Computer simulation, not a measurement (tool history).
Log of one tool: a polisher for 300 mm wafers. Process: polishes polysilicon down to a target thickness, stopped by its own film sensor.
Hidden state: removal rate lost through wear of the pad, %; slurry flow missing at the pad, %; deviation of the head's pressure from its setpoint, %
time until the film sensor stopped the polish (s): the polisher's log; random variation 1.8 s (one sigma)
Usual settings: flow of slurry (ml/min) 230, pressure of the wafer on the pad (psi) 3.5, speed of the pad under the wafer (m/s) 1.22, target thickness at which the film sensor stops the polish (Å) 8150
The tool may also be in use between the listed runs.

| run | hour | flow of slurry (ml/min) | pressure of the wafer on the pad (psi) | speed of the pad under the wafer (m/s) | target thickness at which the film sensor stops the polish (Å) | wafers since the last listed run | wafers polished on this pad | hours since the slurry nozzle was cleaned | hours since the head pressure was calibrated | incoming thickness of the incoming film, nm | time until the film sensor stopped the polish (s) |
|---|---|---|---|---|---|---|---|---|---|---|---|
| 1 | 0.0 | 230 | 3.5 | 1.22 | 8150 | 0 | 1584 | 892.8 | 131.3 | 1909.0 | 119.2 |
|  | 40.5 | worn pad replaced by a new one |
| 2 | 60.9 | 230 | 3.5 | 1.22 | 8150 | 373 | 134 | 953.7 | 192.2 | 1921.6 | 105.4 |
|  | 112.1 | slurry nozzle cleaned |
| 3 | 248.9 | 230 | 3.5 | 1.22 | 8150 | 1226 | 1360 | 136.8 | 380.2 | 1928.3 | 119.2 |
|  | 292.9 | worn pad replaced by a new one |
| 4 | 294.1 | 230 | 3.0 | 1.22 | 10490 | 270 | 7 | 182.0 | 425.4 | 1964.0 | 93.5 |
|  | 303.9 | head pressure recalibrated |
| 5 | 334.0 | 230 | 3.0 | 1.22 | 10490 | 248 | 256 | 221.9 | 30.1 | 1938.2 | 97.0 |
| 6 | 404.6 | 230 | 3.5 | 1.22 | 8150 | 463 | 719 | 292.5 | 100.7 | 1935.0 | 116.6 |
| 7 | 549.3 | 230 | 3.5 | 1.22 | 8150 | 949 | 1668 | 437.2 | 245.4 | 1936.2 | 117.8 |
|  | 557.1 | worn pad replaced by a new one |
| 8 | 620.1 | 230 | 3.5 | 1.22 | 8150 | 438 | 413 | 508.0 | 316.2 | 1910.9 | 109.8 |
| 9 | 667.0 | 230 | 3.5 | 1.22 | 8150 | 307 | 720 | 554.9 | 363.1 | 1931.8 | 115.9 |
| 10 | 715.6 | 230 | 3.5 | 0.94 | 8150 | 318 | 1039 | 603.5 | 411.7 | 1949.8 | 157.7 |
| 11 | 776.0 | 230 | 3.5 | 1.22 | 8150 | 396 | 1435 | 663.9 | 472.1 | 1945.6 | 118.1 |
|  | 784.0 | worn pad replaced by a new one |
| 12 | 821.9 | 230 | 2.8 | 1.22 | 8150 | 274 | 248 | 709.8 | 518.0 | 1922.6 | 123.2 |
|  | 832.0 | head pressure recalibrated |
| 13 | 901.1 | 230 | 2.8 | 0.92 | 4630 | 506 | 755 | 789.0 | 69.1 | 1925.4 | 230.4 |
|  | 932.4 | slurry nozzle cleaned |
| 14 | 936.0 | 230 | 3.5 | 1.22 | 8150 | 222 | 977 | 3.6 | 104.0 | 1980.7 | 119.4 |
| 15 | 962.0 | 265 | 4.7 | 1.58 | 6650 | 170 | 1148 | 29.6 | 130.0 | 1919.5 | 80.9 |
| 16 | 1015.8 | 230 | 3.0 | 1.22 | 10490 | 352 | 1501 | 83.4 | 183.8 | 1929.7 | 104.2 |
|  | 1025.0 | worn pad replaced by a new one |
| 17 | 1040.4 | 230 | 3.1 | 1.22 | 8150 | 135 | 100 | 108.0 | 208.4 | 1951.4 | 117.9 |
| 18 | 1084.3 | 175 | 4.2 | 1.22 | 8150 | 287 | 388 | 151.9 | 252.3 | 1957.3 | 107.4 |
| 19 | 1109.7 | 230 | 3.5 | 1.22 | 8150 | 166 | 555 | 177.3 | 277.7 | 1946.5 | 119.2 |
| 20 | 1138.2 | 230 | 3.5 | 1.22 | 5520 | 186 | 742 | 205.8 | 306.2 | 1955.3 | 148.3 |
| 21 | 1177.5 | 190 | 3.5 | 1.62 | 9950 | 257 | 1000 | 245.1 | 345.5 | 1933.1 | 76.8 |
| 22 | 1237.9 | 170 | 3.5 | 1.22 | 8150 | 396 | 1396 | 305.5 | 405.9 | 1952.9 | 128.8 |
| 23 | 1283.0 | 230 | 3.5 | 0.82 | 6750 | 295 | 1692 | 350.6 | 451.0 | 1933.4 | 207.6 |

5 ways to go on from here, each from the tool as it stands after run 23. What would each give?
| A | 1283.4 | 230 | 3.5 | 1.22 | 8150 | 2 | 1695 | 351.0 | 451.4 | 1948.5 | ? |
| B | 1283.4 | 230 | 4.5 | 1.22 | 10590 | 2 | 1695 | 351.0 | 451.4 | 1948.5 | ? |
| C | 1283.4 | 290 | 2.7 | 0.90 | 5330 | 2 | 1695 | 351.0 | 451.4 | 1948.5 | ? |
| D | 1283.4 | 230 | 3.5 | 0.80 | 8150 | 2 | 1695 | 351.0 | 451.4 | 1948.5 | ? |
| E | 1283.4 | 230 | 3.5 | 0.88 | 8150 | 2 | 1695 | 351.0 | 451.4 | 1948.5 | ? |

| run | time until the film sensor stopped the polish (s) |
|---|---|
| A | 123.0 |
| B | 82.4 |
| C | 236.1 |
| D | 187.6 |
| E | 170.5 |
Without the tool's hidden state the same runs would have given:
| run | time until the film sensor stopped the polish (s) |
|---|---|
| A | 105.7 |
| B | 70.8 |
| C | 202.9 |
| D | 161.2 |
| E | 146.6 |
